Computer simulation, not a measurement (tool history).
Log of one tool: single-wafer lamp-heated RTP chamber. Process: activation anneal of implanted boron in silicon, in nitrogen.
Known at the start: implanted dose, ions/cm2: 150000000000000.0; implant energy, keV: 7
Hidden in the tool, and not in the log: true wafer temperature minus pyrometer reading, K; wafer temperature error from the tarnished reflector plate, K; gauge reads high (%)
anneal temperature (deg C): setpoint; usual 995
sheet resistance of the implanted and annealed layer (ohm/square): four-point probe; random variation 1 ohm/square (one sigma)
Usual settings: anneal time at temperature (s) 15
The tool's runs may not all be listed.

run	day	anneal temperature (deg C)	anneal time at temperature (s)	wafers since the last listed run	wafers since the last pyrometer calibration	wafers since the reflector plate was cleaned	hours since the gauge calibration	read-back reference wafer on the same gauge, sheet resistance	sheet resistance of the implanted and annealed layer (ohm/square)
1	0.000	995	17	0	15383	14638	3288.3	598.96	686.45
2	1.992	995	17	1028	16411	15666	3336.1	599.13	687.47
3	4.804	995	15	1451	17862	17117	3403.6	598.93	687.33
# day 5.721: pyrometer window cleaned and pyrometer calibrated
4	7.746	995	15	1346	1045	18464	3474.2	598.78	687.75
# day 8.650: reflector plate cleaned
5	10.838	995	15	1423	2469	1128	3548.4	599.06	686.87
6	13.946	982	15	1604	4073	2733	3623.0	599.00	692.28
7	17.896	982	15	2038	6112	4772	3717.8	598.85	693.99
# day 19.633: gauge calibrated
8	22.271	982	15	2258	8371	7030	63.3	599.13	692.24
9	25.296	995	15	1561	9932	8591	135.9	599.23	688.91
10	28.842	995	15	1830	11762	10421	221.0	598.99	687.44
11	31.838	974	15	1546	13309	11968	292.9	598.82	696.74
12	35.204	995	15	1737	15046	13706	373.7	598.73	686.17
# day 38.067: pyrometer window cleaned and pyrometer calibrated
# day 38.858: reflector plate cleaned
13	39.450	995	15	1847	541	304	475.6	598.88	687.97
14	45.629	995	15	3189	3730	3494	623.9	598.74	687.85
15	49.708	1016	21	2105	5836	5599	721.8	598.73	681.06
16	52.638	1021	9	1511	7348	7111	792.1	599.40	685.55
17	55.304	995	15	1376	8724	8488	856.1	598.68	687.74
18	59.425	1021	9	2127	10851	10615	955.0	599.08	683.71
19	62.300	967	12	1483	12335	12099	1024.0	598.94	709.68
20	64.888	973	23	1335	13671	13434	1086.1	598.77	696.32
21	68.471	981	20	1849	15521	15284	1172.1	598.94	689.66
# day 69.979: pyrometer window cleaned and pyrometer calibrated
22	72.808	972	7	2066	1460	17351	1276.2	599.11	704.95
23	74.492	995	18	868	2329	18220	1316.6	599.02	687.53
# day 75.942: reflector plate cleaned
24	77.050	1013	15	1148	3477	571	1378.0	599.05	684.70
25	81.383	965	9	2236	5714	2808	1482.0	598.80	711.53
26	92.546	1005	18	5761	11476	8569	1749.9	598.88	684.58
27	95.400	995	19	1473	12949	10043	1818.4	599.32	685.53
28	98.175	995	15	1432	14381	11475	1885.0	598.82	688.31
29	102.196	974	12	2075	16457	13550	1981.5	599.25	700.92
# day 106.379: reflector plate cleaned
30	106.400	971	10	1998	18455	11	2082.4	599.13	705.10
# day 106.888: pyrometer window cleaned and pyrometer calibrated
31	110.850	976	19	2124	2045	2136	2189.2	599.00	695.49
32	115.221	1005	19	2256	4301	4392	2294.1	599.16	681.71
33	118.404	995	15	1643	5945	6035	2370.5	598.79	687.57
34	122.300	977	8	2010	7956	8046	2464.0	599.18	700.47
35	124.829	1008	9	1305	9261	9352	2524.7	599.20	686.92
36	128.967	982	11	2135	11397	11487	2624.0	598.76	695.34

4 ways to go on from here, each from the tool as it stands after run 36. What would each give?
A	128.983	995	15	8	11405	11496	2624.4	?	?
B	128.983	1014	18	8	11405	11496	2624.4	?	?
C	128.983	1008	10	8	11405	11496	2624.4	?	?
D	128.983	976	8	8	11405	11496	2624.4	?	?

run	read-back reference wafer on the same gauge, sheet resistance	sheet resistance of the implanted and annealed layer (ohm/square)
A	598.79	689.37
B	598.79	684.84
C	598.79	687.91
D	598.79	702.49
Without the tool's hidden state the same runs would have given:
run	sheet resistance of the implanted and annealed layer (ohm/square)
A	689.37
B	684.84
C	687.91
D	702.49
